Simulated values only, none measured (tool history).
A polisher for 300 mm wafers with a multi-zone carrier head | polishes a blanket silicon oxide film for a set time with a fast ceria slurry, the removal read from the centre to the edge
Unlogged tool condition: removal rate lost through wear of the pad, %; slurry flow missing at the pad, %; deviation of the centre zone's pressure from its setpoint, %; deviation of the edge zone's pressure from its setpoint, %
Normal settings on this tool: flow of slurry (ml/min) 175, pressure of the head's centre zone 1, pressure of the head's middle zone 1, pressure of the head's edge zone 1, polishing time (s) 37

run	hour	flow of slurry (ml/min)	pressure of the head's centre zone	pressure of the head's middle zone	pressure of the head's edge zone	polishing time (s)	wafers since the last listed run	wafers polished on this pad	hours since the slurry nozzle was cleaned	hours since the centre zone pressure was calibrated	hours since the edge zone pressure was calibrated	hours since the carrier head's membrane was replaced	incoming thickness of the incoming film, nm	film removed at the wafer's centre (Å)	film removed at mid-radius (Å)	film removed at the wafer's edge (Å)
1	0	175	1.09	1.07	1	37	0	379	425.1	1165.6	426.3	887.5	3522	2593	2794	2737
2	16.8	175	1.09	1.07	1	37	262	642	441.9	1182.4	443.1	904.3	3510.4	2542	2703	2771
3	31	175	1.09	1.07	1	37	222	864	456.1	1196.6	457.3	918.5	3470.9	2565	2731	2700
4	44.1	175	1	1	1	37	204	1069	469.2	1209.7	470.4	931.6	3401.3	2357	2612	2746
# hour 54.2: worn pad replaced by a new one
5	54.7	175	1	1	1	37	103	8	479.8	1220.3	481	942.2	3471.3	2286	2559	2740
6	62.3	175	1	1	1	37	118	127	487.4	1227.9	488.6	949.8	3449.8	2343	2661	2707
7	114.9	175	1	1	1	37	822	949	540	1280.5	541.2	1002.4	3446.9	2320	2556	2745
8	132.4	175	1	1	1	37	273	1223	557.5	1298	558.7	1019.9	3458.5	2274	2508	2707
# hour 139.3: centre zone pressure recalibrated
# hour 143.3: worn pad replaced by a new one
9	148.2	175	1	1	1	37	153	76	573.3	8.9	574.5	1035.7	3468.9	2637	2562	2680
10	157.1	175	1	1	1	37	139	215	582.2	17.8	583.4	1044.6	3479.4	2594	2507	2686
11	172.1	175	1	1	1.08	50	234	450	597.2	32.8	598.4	1059.6	3430.3	3500	3420	3742
12	187.3	175	1.04	0.92	1	37	237	687	612.4	48	613.6	1074.8	3446	2727	2375	2699
# hour 189.3: edge zone pressure recalibrated
13	198.4	175	1	0.9	1	37	142	830	623.5	59.1	9.1	1085.9	3423.2	2576	2349	2688
# hour 209.6: carrier head's membrane replaced by a new one
14	213.1	175	1.05	1	0.89	37	151	981	638.2	73.8	23.8	3.5	3433.9	2722	2528	2574
# hour 221.4: slurry nozzle cleaned
# hour 226: worn pad replaced by a new one
15	231	175	1	1	1	37	201	78	9.6	91.7	41.7	21.4	3477	2889	2832	2917
16	242.8	175	1.07	1	1	37	184	263	21.4	103.5	53.5	33.2	3416.8	3067	2868	2913
17	257	220	1	1	1.04	37	222	485	35.6	117.7	67.7	47.4	3469.1	3067	2977	2971
18	269.9	225	1	1	1	37	201	686	48.5	130.6	80.6	60.3	3511.4	3067	2931	2925
19	281.4	175	1	1	0.95	37	179	866	60	142.1	92.1	71.8	3511.2	2844	2817	2823
20	290.7	175	1	1	1	37	145	1012	69.3	151.4	101.4	81.1	3480.8	2808	2784	2800

Branching from run 20: 3 alternative next runs. What would each branch give?
A	291.1	175	1	1	1	37	6	1018	69.7	151.8	101.8	81.5	3458	?	?	?
B	291.1	175	1	1.12	1	26	6	1018	69.7	151.8	101.8	81.5	3458	?	?	?
C	291.1	140	1	0.89	1	37	6	1018	69.7	151.8	101.8	81.5	3458	?	?	?

run	film removed at the wafer's centre (Å)	film removed at mid-radius (Å)	film removed at the wafer's edge (Å)
A	2867	2795	2880
B	2017	2163	2021
C	2689	2398	2773
What these runs would have given with no unlogged condition in the tool:
run	film removed at the wafer's centre (Å)	film removed at mid-radius (Å)	film removed at the wafer's edge (Å)
A	2994	2897	2956
B	2106	2242	2074
C	2840	2509	2862

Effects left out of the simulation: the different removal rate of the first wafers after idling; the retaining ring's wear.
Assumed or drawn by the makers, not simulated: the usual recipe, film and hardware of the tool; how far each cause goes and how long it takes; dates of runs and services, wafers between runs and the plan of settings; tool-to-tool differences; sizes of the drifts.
